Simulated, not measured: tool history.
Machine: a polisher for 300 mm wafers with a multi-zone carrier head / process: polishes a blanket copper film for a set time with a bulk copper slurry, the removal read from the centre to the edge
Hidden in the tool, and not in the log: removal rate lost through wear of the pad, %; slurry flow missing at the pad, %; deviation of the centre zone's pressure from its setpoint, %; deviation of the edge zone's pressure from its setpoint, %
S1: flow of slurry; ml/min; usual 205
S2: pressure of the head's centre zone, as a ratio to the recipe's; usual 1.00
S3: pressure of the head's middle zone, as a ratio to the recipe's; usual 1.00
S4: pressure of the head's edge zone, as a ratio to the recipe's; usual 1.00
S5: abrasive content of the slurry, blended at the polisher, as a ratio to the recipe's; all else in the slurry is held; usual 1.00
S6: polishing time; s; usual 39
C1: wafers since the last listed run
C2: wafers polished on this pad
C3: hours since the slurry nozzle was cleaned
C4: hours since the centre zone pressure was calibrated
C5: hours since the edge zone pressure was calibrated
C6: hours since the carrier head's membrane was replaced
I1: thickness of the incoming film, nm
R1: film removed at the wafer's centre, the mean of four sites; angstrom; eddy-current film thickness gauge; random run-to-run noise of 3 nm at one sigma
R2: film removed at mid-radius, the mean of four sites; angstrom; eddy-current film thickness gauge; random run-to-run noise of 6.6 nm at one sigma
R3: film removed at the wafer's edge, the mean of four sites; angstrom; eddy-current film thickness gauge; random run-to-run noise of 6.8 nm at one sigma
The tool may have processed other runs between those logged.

run   hour   S1    S2    S3    S4    S5  S6   C1   C2     C3     C4     C5      C6      I1    R1    R2    R3
  1    0.0  205  1.00  1.00  1.00  1.00  39    0  207  813.5  774.3  692.5  1063.4  2564.3  4060  4526  4563
  2   15.5  205  1.00  1.00  1.00  1.00  39  108  315  829.0  789.8  708.0  1078.9  2516.6  4091  4505  4436
  3   29.7  205  1.00  1.00  1.00  1.00  39   99  415  843.2  804.0  722.2  1093.1  2531.1  4074  4487  4518
  4   41.1  260  1.00  1.00  1.00  1.00  39   79  494  854.6  815.4  733.6  1104.5  2507.2  4121  4592  4576
  5   55.5  260  1.00  1.00  1.00  1.00  39  100  595  869.0  829.8  748.0  1118.9  2491.1  4083  4577  4509
  6   72.2  260  1.00  1.00  1.00  1.00  39  116  711  885.7  846.5  764.7  1135.6  2551.8  4068  4619  4530
      97.8  -- centre zone pressure recalibrated
     111.2  -- worn pad replaced by a new one
  7  113.1  205  1.00  1.00  1.00  1.00  39  243   13  926.6   15.3  805.6  1176.5  2521.3  4459  4468  4535
     117.1  -- slurry nozzle cleaned
     120.9  -- carrier head's membrane replaced by a new one
  8  122.1  205  1.00  1.00  1.00  1.00  39   29   42    5.0   24.3  814.6     1.2  2552.4  4396  4559  4587
  9  129.1  205  1.00  1.00  1.00  1.00  39   48   91   12.0   31.3  821.6     8.2  2526.6  4466  4436  4530
 10  143.1  205  1.00  0.93  1.00  0.80  39   97  189   26.0   45.3  835.6    22.2  2526.5  4125  3992  4260
 11  149.6  205  0.96  0.90  1.00  1.00  39   45  234   32.5   51.8  842.1    28.7  2527.2  4276  4157  4727
 12  158.6  205  1.00  1.00  0.89  1.00  39   62  297   41.5   60.8  851.1    37.7  2518.8  4426  4483  4310
 13  165.1  205  1.00  1.00  0.89  1.00  39   45  342   48.0   67.3  857.6    44.2  2474.6  4419  4525  4221
 14  181.0  205  1.00  0.93  1.00  0.80  39  111  453   63.9   83.2  873.5    60.1  2526.4  4054  3851  4238
     183.2  -- edge zone pressure recalibrated
 15  188.9  250  1.00  1.00  1.00  0.80  39   41  494   71.8   91.1    5.7    68.0  2529.3  4140  4110  4339
 16  200.8  205  1.00  1.00  1.00  1.00  39   83  578   83.7  103.0   17.6    79.9  2498.8  4323  4442  4529
 17  209.0  205  1.00  1.00  1.00  1.00  35   57  635   91.9  111.2   25.8    88.1  2539.1  3860  4099  3968
 18  223.1  205  1.00  0.97  1.00  0.80  39   98  733  106.0  125.3   39.9   102.2  2513.3  3994  4013  4095
 19  235.1  205  1.00  1.00  0.89  0.80  39   83  817  118.0  137.3   51.9   114.2  2531.8  3959  3984  3862
 20  243.6  205  1.00  1.00  0.89  1.00  39   59  876  126.5  145.8   60.4   122.7  2516.7  4242  4435  4256
 21  255.5  205  1.00  1.04  1.00  0.75  39   83  959  138.4  157.7   72.3   134.6  2525.8  3770  4051  3980

Forecast each of these 4 alternatives for the next run:
  A  255.9  205  1.00  1.00  1.00  1.00  39   2  962  138.8  158.1  72.7  135.0  2554.1   ?   ?   ?
  B  255.9  205  0.91  1.00  1.00  1.00  39   2  962  138.8  158.1  72.7  135.0  2554.1   ?   ?   ?
  C  255.9  205  1.00  1.00  1.00  0.75  39   2  962  138.8  158.1  72.7  135.0  2554.1   ?   ?   ?
  D  255.9  205  1.00  1.11  1.00  1.00  39   2  962  138.8  158.1  72.7  135.0  2554.1   ?   ?   ?

run    R1    R2    R3
  A  4134  4254  4366
  B  3758  4256  4366
  C  3755  3865  3966
  D  4137  4649  4360
Had the tool no hidden state, the same runs would have come out as:
run    R1    R2    R3
  A  4482  4476  4594
  B  4076  4478  4594
  C  4072  4066  4174
  D  4486  4891  4587

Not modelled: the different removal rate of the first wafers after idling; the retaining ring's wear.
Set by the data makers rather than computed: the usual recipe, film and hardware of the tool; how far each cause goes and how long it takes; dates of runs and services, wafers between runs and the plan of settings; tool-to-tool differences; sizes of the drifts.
